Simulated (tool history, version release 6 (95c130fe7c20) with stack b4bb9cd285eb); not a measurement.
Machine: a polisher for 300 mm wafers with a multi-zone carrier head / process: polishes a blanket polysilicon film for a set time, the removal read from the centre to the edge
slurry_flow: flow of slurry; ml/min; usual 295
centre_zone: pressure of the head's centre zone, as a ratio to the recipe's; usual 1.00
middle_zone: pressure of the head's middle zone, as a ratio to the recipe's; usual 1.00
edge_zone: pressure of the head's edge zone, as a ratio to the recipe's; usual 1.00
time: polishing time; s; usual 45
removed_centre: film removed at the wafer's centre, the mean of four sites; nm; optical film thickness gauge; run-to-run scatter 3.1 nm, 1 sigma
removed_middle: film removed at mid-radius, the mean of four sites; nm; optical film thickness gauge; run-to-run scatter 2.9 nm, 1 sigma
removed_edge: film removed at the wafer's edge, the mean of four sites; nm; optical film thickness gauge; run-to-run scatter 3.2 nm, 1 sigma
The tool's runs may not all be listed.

run	hour	slurry_flow	centre_zone	middle_zone	edge_zone	time	wafers since the last listed run	wafers polished on this pad	hours since the slurry nozzle was cleaned	hours since the centre zone pressure was calibrated	hours since the edge zone pressure was calibrated	hours since the carrier head's membrane was replaced	incoming thickness of the incoming film, nm	removed_centre	removed_middle	removed_edge
1	0.0	250	1.00	1.00	1.00	45	0	1306	29.7	1055.8	64.5	1060.0	2106.3	319.2	340.6	351.1
# hour 21.5: worn pad replaced by a new one
2	25.1	295	1.00	1.00	1.00	45	203	34	54.8	1080.9	89.6	1085.1	2104.1	343.0	367.2	379.9
3	55.3	295	1.00	1.00	1.00	45	291	325	85.0	1111.1	119.8	1115.3	2077.9	343.9	370.8	383.3
# hour 82.4: carrier head's membrane replaced by a new one
4	85.3	295	1.00	1.00	1.00	45	240	566	115.0	1141.1	149.8	2.9	2109.0	339.9	364.2	378.5
5	110.0	295	1.00	1.00	0.90	45	238	804	139.7	1165.8	174.5	27.6	2043.2	339.7	363.2	355.1
6	129.3	195	1.11	1.06	1.00	45	186	990	159.0	1185.1	193.8	46.9	2073.5	350.2	360.8	354.9
7	158.7	210	1.00	0.97	1.00	45	283	1273	188.4	1214.5	223.2	76.3	2103.6	311.6	327.2	348.2
8	171.0	295	1.00	1.00	1.00	45	118	1392	200.7	1226.8	235.5	88.6	2068.4	314.6	338.3	357.7
# hour 201.1: worn pad replaced by a new one
9	202.3	360	0.92	1.10	1.04	45	263	11	232.0	1258.1	266.8	119.9	2086.0	311.6	408.6	393.8
10	234.8	295	1.00	1.00	1.00	56	313	325	264.5	1290.6	299.3	152.4	2125.5	419.0	457.7	480.0
# hour 261.7: centre zone pressure recalibrated
11	262.2	260	1.00	1.00	1.00	45	244	569	291.9	0.5	326.7	179.8	2075.2	377.6	363.3	379.9
12	283.8	235	1.00	1.00	0.91	36	208	778	313.5	22.1	348.3	201.4	2055.1	296.6	285.0	284.1
13	315.1	295	1.00	1.00	1.00	45	301	1079	344.8	53.4	379.6	232.7	2079.6	365.3	354.6	367.8
14	334.3	385	1.05	1.00	0.94	45	185	1264	364.0	72.6	398.8	251.9	2105.3	385.7	359.0	352.6
15	353.9	295	0.90	1.05	1.00	58	188	1453	383.6	92.2	418.4	271.5	2084.5	413.2	462.1	462.8
# hour 369.6: slurry nozzle cleaned
16	386.3	295	1.00	1.09	1.00	45	302	1756	16.7	124.6	450.8	303.9	2075.5	346.1	353.0	338.6
# hour 406.5: worn pad replaced by a new one
17	422.2	390	1.00	1.00	1.00	45	307	151	52.6	160.5	486.7	339.8	2089.3	388.3	379.8	389.5
18	444.1	295	1.00	1.00	0.97	45	211	362	74.5	182.4	508.6	361.7	2081.3	381.4	363.0	371.9
19	473.2	295	1.00	1.00	1.00	45	280	642	103.6	211.5	537.7	390.8	2058.7	379.3	367.6	375.3
20	504.4	295	1.00	1.00	1.06	45	300	943	134.8	242.7	568.9	422.0	2082.0	366.5	360.5	381.1
21	521.0	295	0.94	0.94	1.09	45	160	1103	151.4	259.3	585.5	438.6	2113.8	344.1	336.3	384.8

Predict each of these 5 candidate next runs independently; none follows another, all start after run 21:
A	521.4	295	1.00	1.00	1.00	45	3	1107	151.8	259.7	585.9	439.0	2067.9	?	?	?
B	521.4	205	1.05	1.00	0.88	61	3	1107	151.8	259.7	585.9	439.0	2067.9	?	?	?
C	521.4	295	1.10	1.10	0.94	45	3	1107	151.8	259.7	585.9	439.0	2067.9	?	?	?
D	521.4	260	0.90	1.05	1.07	45	3	1107	151.8	259.7	585.9	439.0	2067.9	?	?	?
E	521.4	295	1.00	1.04	1.00	45	3	1107	151.8	259.7	585.9	439.0	2067.9	?	?	?

run	removed_centre	removed_middle	removed_edge
A	368.0	360.7	364.1
B	506.3	474.0	454.0
C	405.3	391.0	353.0
D	327.3	372.3	373.2
E	368.1	372.9	363.9
What these runs would have given with no unlogged condition in the tool:
run	removed_centre	removed_middle	removed_edge
A	387.9	379.0	382.5
B	533.7	498.0	477.0
C	427.2	410.8	370.9
D	345.0	391.2	392.1
E	388.0	391.8	382.3

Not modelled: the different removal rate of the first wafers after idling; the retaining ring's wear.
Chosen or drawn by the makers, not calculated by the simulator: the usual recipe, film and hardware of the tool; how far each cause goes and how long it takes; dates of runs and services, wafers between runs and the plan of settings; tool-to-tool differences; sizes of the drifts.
